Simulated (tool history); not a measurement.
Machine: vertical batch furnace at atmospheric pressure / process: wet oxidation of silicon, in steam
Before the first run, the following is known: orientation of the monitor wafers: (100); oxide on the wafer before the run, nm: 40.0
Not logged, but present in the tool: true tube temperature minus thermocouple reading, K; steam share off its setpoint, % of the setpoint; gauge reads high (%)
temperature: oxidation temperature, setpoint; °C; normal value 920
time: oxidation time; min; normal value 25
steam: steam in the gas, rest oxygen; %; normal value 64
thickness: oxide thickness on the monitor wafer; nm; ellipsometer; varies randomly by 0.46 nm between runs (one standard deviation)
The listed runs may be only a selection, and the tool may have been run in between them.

run,hour,temperature,time,steam,wafers since the last listed run,hours since the last temperature calibration,hours since the steam generator was serviced,hours since the gauge calibration,"read-back reference wafer on the same gauge, thickness",thickness
1,0,920,25,64,0,1397,1390.9,1208.1,97.08,102.02
2,81,920,25,64,1439,1478,1471.9,1289.1,96.99,101.29
3,117.5,920,25,64,648,1514.5,1508.4,1325.6,97.23,101.36
4,156.1,920,25,64,685,1553.1,1547,1364.2,96.95,100.8
5,242,933,25,64,1526,1639,1632.9,1450.1,97.03,110.9
6,347.5,920,25,70,1874,1744.5,1738.4,1555.6,96.9,105.26
7,386.3,920,25,70,689,1783.3,1777.2,1594.4,97.01,105.14
8,441.5,920,25,70,980,1838.5,1832.4,1649.6,96.89,105.53
9,526.4,910,25,64,1508,1923.4,1917.3,1734.5,97,92.91
10,617.1,910,25,64,1611,2014.1,2008,1825.2,96.96,93.06
# hour 682.2: gauge calibrated
11,870.6,910,25,64,4504,2267.6,2261.5,188.4,96.84,92.29
# hour 945.4: steam generator serviced
12,945.9,934,30,68,911,2342.9,0.5,263.7,97,132.3
13,986.2,920,25,64,716,2383.2,40.8,304,96.95,104.07
# hour 1080.3: thermocouples replaced and temperature profile calibrated
14,1080.8,926,17,57,1254,0.5,135.4,398.6,96.99,83.35
15,1120.6,910,25,64,707,40.3,175.2,438.4,97.12,95.77
16,1184,899,25,55,1126,103.7,238.6,501.8,96.97,81.96
17,1272.8,920,21,64,1577,192.5,327.4,590.6,96.93,93.18
18,1359.9,933,18.5,71,1547,279.6,414.5,677.7,96.94,100.61
19,1399.2,899,25,68,698,318.9,453.8,717,96.96,90.03
20,1490,920,14,64,1613,409.7,544.6,807.8,96.91,77.14
21,1568.2,920,25,64,1389,487.9,622.8,886,97.11,102.56
22,1759.7,926,17,57,3402,679.4,814.3,1077.5,96.99,82.9
23,1816.2,932,25,64,1003,735.9,870.8,1134,97.05,112.09

What if the next run were any one of these 5? Each begins from the tool's condition after run 23:
A,1821.4,920,25,64,92,741.1,876,1139.2,?,?
B,1821.4,920,16,61,92,741.1,876,1139.2,?,?
C,1821.4,920,25,69,92,741.1,876,1139.2,?,?
D,1821.4,920,34.5,68,92,741.1,876,1139.2,?,?
E,1821.4,911,29,72,92,741.1,876,1139.2,?,?

run,"read-back reference wafer on the same gauge, thickness",thickness
A,97,102.09
B,97,79.56
C,97,106.51
D,97,127.98
E,97,110.71
The same runs, with their run-to-run variation unchanged, on a tool lacking any hidden condition would have given:
run,thickness
A,103.17
B,80.24
C,107.66
D,129.49
E,111.94

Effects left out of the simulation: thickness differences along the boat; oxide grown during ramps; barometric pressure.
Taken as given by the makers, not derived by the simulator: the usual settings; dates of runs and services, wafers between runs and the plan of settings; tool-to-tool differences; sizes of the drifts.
